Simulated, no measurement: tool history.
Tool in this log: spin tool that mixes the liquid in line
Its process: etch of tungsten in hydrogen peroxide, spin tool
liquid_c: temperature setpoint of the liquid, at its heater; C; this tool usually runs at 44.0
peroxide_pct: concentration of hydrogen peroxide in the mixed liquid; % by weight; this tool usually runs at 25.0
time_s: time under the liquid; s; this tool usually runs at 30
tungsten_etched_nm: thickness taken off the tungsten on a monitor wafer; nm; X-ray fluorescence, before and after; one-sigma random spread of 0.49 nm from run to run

run,hour,liquid_c,peroxide_pct,time_s,wafers since the last listed run,hours since the thermometer was replaced,hours since the peroxide flow meter was replaced,hours since the heated supply line was repaired,hours since the drum of peroxide was connected,hours since the gauge calibration,"read-back film thickness of the tungsten reference wafer, read on the same gauge (nm)",tungsten_etched_nm
1,0.0,50.5,27.5,30,0,1310.1,1900.7,2507.5,679.2,886.3,70.01,95.05
# hour 78.9: thermometer replaced
2,79.8,49.0,23.0,30,993,0.9,1980.5,2587.3,759.0,966.1,69.99,80.28
3,128.8,44.0,25.0,30,618,49.9,2029.5,2636.3,808.0,1015.1,70.00,60.45
4,178.6,44.0,25.0,30,628,99.7,2079.3,2686.1,857.8,1064.9,70.01,60.12
5,237.3,44.0,25.0,30,740,158.4,2138.0,2744.8,916.5,1123.6,70.00,60.72
6,332.5,44.0,28.0,30,1200,253.6,2233.2,2840.0,1011.7,1218.8,70.00,63.36
7,387.9,44.0,28.0,30,698,309.0,2288.6,2895.4,1067.1,1274.2,69.99,62.88
8,452.7,44.0,28.0,30,817,373.8,2353.4,2960.2,1131.9,1339.0,69.99,62.72
9,490.7,47.5,25.0,30,479,411.8,2391.4,2998.2,1169.9,1377.0,70.00,74.88
10,592.6,36.5,20.5,15,1285,513.7,2493.3,3100.1,1271.8,1478.9,70.00,16.36
# hour 670.4: peroxide flow meter replaced
11,691.5,44.0,25.0,30,1234,612.6,21.1,3199.0,1370.7,1577.8,70.00,59.36
12,738.8,44.0,25.0,30,596,659.9,68.4,3246.3,1418.0,1625.1,70.00,58.77
# hour 750.4: new drum of peroxide connected
13,828.7,44.0,25.0,30,1121,749.8,158.3,3336.2,78.3,1715.0,70.01,60.38
# hour 843.4: heated supply line repaired
14,897.0,34.5,22.5,15,848,818.1,226.6,53.6,146.6,1783.3,69.99,16.20
# hour 937.9: gauge calibrated
15,941.7,50.5,27.5,30,563,862.8,271.3,98.3,191.3,3.8,69.99,100.12

Estimate the outcome of run 16 from the log above:
16,1002.3,40.0,20.0,20,764,923.4,331.9,158.9,251.9,64.4,?,?

Run 16 measured read-back film thickness of the tungsten reference wafer, read on the same gauge (nm) 69.99, tungsten_etched_nm 29.31 nm.
With no hidden state in the tool, this same run would have given tungsten_etched_nm 30.07 nm.
